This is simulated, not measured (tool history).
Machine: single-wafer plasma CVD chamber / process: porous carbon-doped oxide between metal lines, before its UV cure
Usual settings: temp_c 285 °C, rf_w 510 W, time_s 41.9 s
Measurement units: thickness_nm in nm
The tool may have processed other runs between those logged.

| run | day | temp_c | rf_w | time_s | wafers since the last listed run | hours since the last thermocouple change | hours since the last RF generator calibration | hours since the showerhead was replaced | hours since the gauge calibration | read-back reference wafer on the same gauge, thickness_nm | thickness_nm |
|---|---|---|---|---|---|---|---|---|---|---|---|
| 1 | 0.000 | 285 | 510 | 41.9 | 0 | 580.5 | 1000.5 | 1963.2 | 479.5 | 291.938 | 248.915 |
| 2 | 2.688 | 285 | 510 | 41.9 | 1664 | 645.0 | 1065.0 | 2027.7 | 544.0 | 292.190 | 253.279 |
| 3 | 5.283 | 285 | 510 | 41.9 | 1607 | 707.3 | 1127.3 | 2090.0 | 606.3 | 291.888 | 250.092 |
| 4 | 7.412 | 285 | 555 | 41.9 | 1318 | 758.4 | 1178.4 | 2141.1 | 657.4 | 291.680 | 264.827 |
| 5 | 11.608 | 285 | 555 | 41.9 | 2599 | 859.1 | 1279.1 | 2241.8 | 758.1 | 292.273 | 262.890 |
| 6 | 14.933 | 285 | 510 | 41.9 | 2059 | 938.9 | 1358.9 | 2321.6 | 837.9 | 291.862 | 247.912 |
|  | 22.808 | thermocouple changed; heater temperature recalibrated |
| 7 | 23.117 | 285 | 510 | 41.9 | 4862 | 7.4 | 1555.3 | 2518.0 | 1034.3 | 292.147 | 252.919 |
| 8 | 26.962 | 285 | 510 | 46.6 | 2382 | 99.7 | 1647.6 | 2610.3 | 1126.6 | 291.999 | 280.254 |
| 9 | 28.754 | 285 | 510 | 46.6 | 1109 | 142.7 | 1690.6 | 2653.3 | 1169.6 | 291.925 | 281.514 |
| 10 | 32.296 | 285 | 510 | 46.6 | 2193 | 227.7 | 1775.6 | 2738.3 | 1254.6 | 291.632 | 279.329 |
| 11 | 35.817 | 285 | 575 | 41.9 | 2180 | 312.2 | 1860.1 | 2822.8 | 1339.1 | 292.180 | 273.368 |
| 12 | 37.600 | 285 | 510 | 41.9 | 1104 | 355.0 | 1902.9 | 2865.6 | 1381.9 | 291.608 | 251.324 |
|  | 40.767 | RF generator calibrated |
| 13 | 40.788 | 293 | 475 | 45.4 | 1768 | 431.5 | 0.5 | 2942.1 | 1458.4 | 291.671 | 251.382 |
|  | 44.229 | showerhead replaced |
| 14 | 44.779 | 285 | 510 | 35.0 | 2266 | 527.3 | 96.3 | 13.2 | 1554.2 | 292.098 | 213.383 |
| 15 | 47.521 | 285 | 510 | 41.9 | 1698 | 593.1 | 162.1 | 79.0 | 1620.0 | 292.168 | 254.852 |
| 16 | 49.758 | 297 | 510 | 41.9 | 1386 | 646.8 | 215.8 | 132.7 | 1673.7 | 291.825 | 239.173 |
| 17 | 54.138 | 299 | 570 | 41.9 | 2712 | 751.9 | 320.9 | 237.8 | 1778.8 | 292.012 | 253.657 |
|  | 57.012 | gauge calibrated |
| 18 | 58.350 | 277 | 450 | 39.6 | 2609 | 853.0 | 422.0 | 338.9 | 32.1 | 291.392 | 227.038 |
| 19 | 61.121 | 274 | 445 | 48.7 | 1716 | 919.5 | 488.5 | 405.4 | 98.6 | 292.603 | 281.542 |
| 20 | 64.304 | 274 | 510 | 38.6 | 1971 | 995.9 | 564.9 | 481.8 | 175.0 | 292.097 | 246.636 |
| 21 | 67.621 | 292 | 540 | 50.2 | 2054 | 1075.5 | 644.5 | 561.4 | 254.6 | 292.241 | 297.953 |
|  | 70.142 | thermocouple changed; heater temperature recalibrated |
| 22 | 72.071 | 285 | 450 | 34.8 | 2550 | 46.3 | 751.3 | 668.2 | 361.4 | 291.710 | 192.484 |
| 23 | 75.254 | 291 | 480 | 41.9 | 1971 | 122.7 | 827.7 | 744.6 | 437.8 | 291.978 | 238.554 |

Alternative continuations, all from the tool just after run 23; predict every row:
| A | 75.271 | 285 | 510 | 41.9 | 10 | 123.1 | 828.1 | 745.0 | 438.2 | ? | ? |
| B | 75.271 | 279 | 600 | 37.5 | 10 | 123.1 | 828.1 | 745.0 | 438.2 | ? | ? |
| C | 75.271 | 285 | 570 | 44.8 | 10 | 123.1 | 828.1 | 745.0 | 438.2 | ? | ? |
| D | 75.271 | 271 | 440 | 39.7 | 10 | 123.1 | 828.1 | 745.0 | 438.2 | ? | ? |
| E | 75.271 | 289 | 565 | 34.4 | 10 | 123.1 | 828.1 | 745.0 | 438.2 | ? | ? |

| run | read-back reference wafer on the same gauge, thickness_nm | thickness_nm |
|---|---|---|
| A | 291.663 | 256.578 |
| B | 291.663 | 267.031 |
| C | 291.663 | 296.516 |
| D | 291.663 | 234.720 |
| E | 291.663 | 222.908 |
Had the tool no hidden state, the same runs would have come out as:
| run | thickness_nm |
|---|---|
| A | 260.601 |
| B | 271.180 |
| C | 301.095 |
| D | 238.909 |
| E | 226.338 |
